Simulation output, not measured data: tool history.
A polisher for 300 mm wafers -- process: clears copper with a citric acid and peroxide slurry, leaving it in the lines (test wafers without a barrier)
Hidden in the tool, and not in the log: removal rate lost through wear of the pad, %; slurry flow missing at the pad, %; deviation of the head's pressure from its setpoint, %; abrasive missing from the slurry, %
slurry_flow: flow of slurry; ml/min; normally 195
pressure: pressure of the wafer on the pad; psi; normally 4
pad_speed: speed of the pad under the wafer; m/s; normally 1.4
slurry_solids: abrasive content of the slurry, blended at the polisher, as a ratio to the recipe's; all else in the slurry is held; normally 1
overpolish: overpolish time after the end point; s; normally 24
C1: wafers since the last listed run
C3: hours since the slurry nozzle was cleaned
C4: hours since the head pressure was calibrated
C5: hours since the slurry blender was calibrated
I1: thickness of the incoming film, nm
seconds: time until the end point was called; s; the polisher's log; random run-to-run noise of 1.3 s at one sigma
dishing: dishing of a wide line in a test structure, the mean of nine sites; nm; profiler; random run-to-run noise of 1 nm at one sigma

{"run": 1, "hour": 0.0, "slurry_flow": 235, "pressure": 4, "pad_speed": 1.4, "slurry_solids": 1, "overpolish": 24, "C1": 0, "wafers polished on this pad": 198, "C3": 273.2, "C4": 910.9, "C5": 119.2, "I1": 406.1, "seconds": 105.4, "dishing": 69.1}
{"run": 2, "hour": 98.7, "slurry_flow": 195, "pressure": 4, "pad_speed": 1.4, "slurry_solids": 1, "overpolish": 20, "C1": 644, "wafers polished on this pad": 842, "C3": 371.9, "C4": 1009.6, "C5": 217.9, "I1": 406, "seconds": 107.1, "dishing": 59}
{"hour": 114.3, "done": "worn pad replaced by a new one"}
{"run": 3, "hour": 162.2, "slurry_flow": 195, "pressure": 4, "pad_speed": 1.4, "slurry_solids": 1, "overpolish": 20, "C1": 388, "wafers polished on this pad": 312, "C3": 435.4, "C4": 1073.1, "C5": 281.4, "I1": 406.3, "seconds": 108.3, "dishing": 58.4}
{"hour": 169.0, "done": "slurry blender recalibrated"}
{"run": 4, "hour": 194.8, "slurry_flow": 195, "pressure": 4, "pad_speed": 1.4, "slurry_solids": 1, "overpolish": 24, "C1": 199, "wafers polished on this pad": 512, "C3": 468, "C4": 1105.7, "C5": 25.8, "I1": 401.7, "seconds": 105.3, "dishing": 68.2}
{"run": 5, "hour": 255.5, "slurry_flow": 195, "pressure": 4, "pad_speed": 1.4, "slurry_solids": 1, "overpolish": 24, "C1": 396, "wafers polished on this pad": 909, "C3": 528.7, "C4": 1166.4, "C5": 86.5, "I1": 412.5, "seconds": 109.8, "dishing": 67.9}
{"hour": 269.1, "done": "worn pad replaced by a new one"}
{"run": 6, "hour": 291.2, "slurry_flow": 195, "pressure": 4, "pad_speed": 1.4, "slurry_solids": 1, "overpolish": 24, "C1": 207, "wafers polished on this pad": 144, "C3": 564.4, "C4": 1202.1, "C5": 122.2, "I1": 405.9, "seconds": 106.2, "dishing": 69.3}
{"hour": 304.3, "done": "slurry nozzle cleaned"}
{"run": 7, "hour": 361.3, "slurry_flow": 195, "pressure": 4, "pad_speed": 1.4, "slurry_solids": 1, "overpolish": 24, "C1": 451, "wafers polished on this pad": 595, "C3": 57, "C4": 1272.2, "C5": 192.3, "I1": 412.2, "seconds": 113.5, "dishing": 66.4}
{"run": 8, "hour": 385.4, "slurry_flow": 195, "pressure": 4, "pad_speed": 1.52, "slurry_solids": 1.1, "overpolish": 24, "C1": 157, "wafers polished on this pad": 752, "C3": 81.1, "C4": 1296.3, "C5": 216.4, "I1": 407.6, "seconds": 102.3, "dishing": 72.5}
{"hour": 399.1, "done": "worn pad replaced by a new one"}
{"hour": 451.5, "done": "head pressure recalibrated"}
{"run": 9, "hour": 456.6, "slurry_flow": 260, "pressure": 3.5, "pad_speed": 1.4, "slurry_solids": 1.15, "overpolish": 24, "C1": 425, "wafers polished on this pad": 362, "C3": 152.3, "C4": 5.1, "C5": 287.6, "I1": 410.8, "seconds": 121.7, "dishing": 63.9}

For run 10, what comes out?
{"hour": 484.4, "done": "slurry blender recalibrated"}
{"hour": 493.2, "done": "slurry nozzle cleaned, repeated, since the last time left the tool worse"}
{"run": 10, "hour": 513.2, "slurry_flow": 195, "pressure": 4, "pad_speed": 1.14, "slurry_solids": 1, "overpolish": 13, "C1": 350, "wafers polished on this pad": 712, "C3": 20, "C4": 61.7, "C5": 28.8, "I1": 407, "seconds": "?", "dishing": "?"}

seconds: 132.4 s
dishing: 34.1 nm
If the tool had no hidden condition, the same run with the same run-to-run variation would have returned seconds 132 s, dishing 34.2 nm.
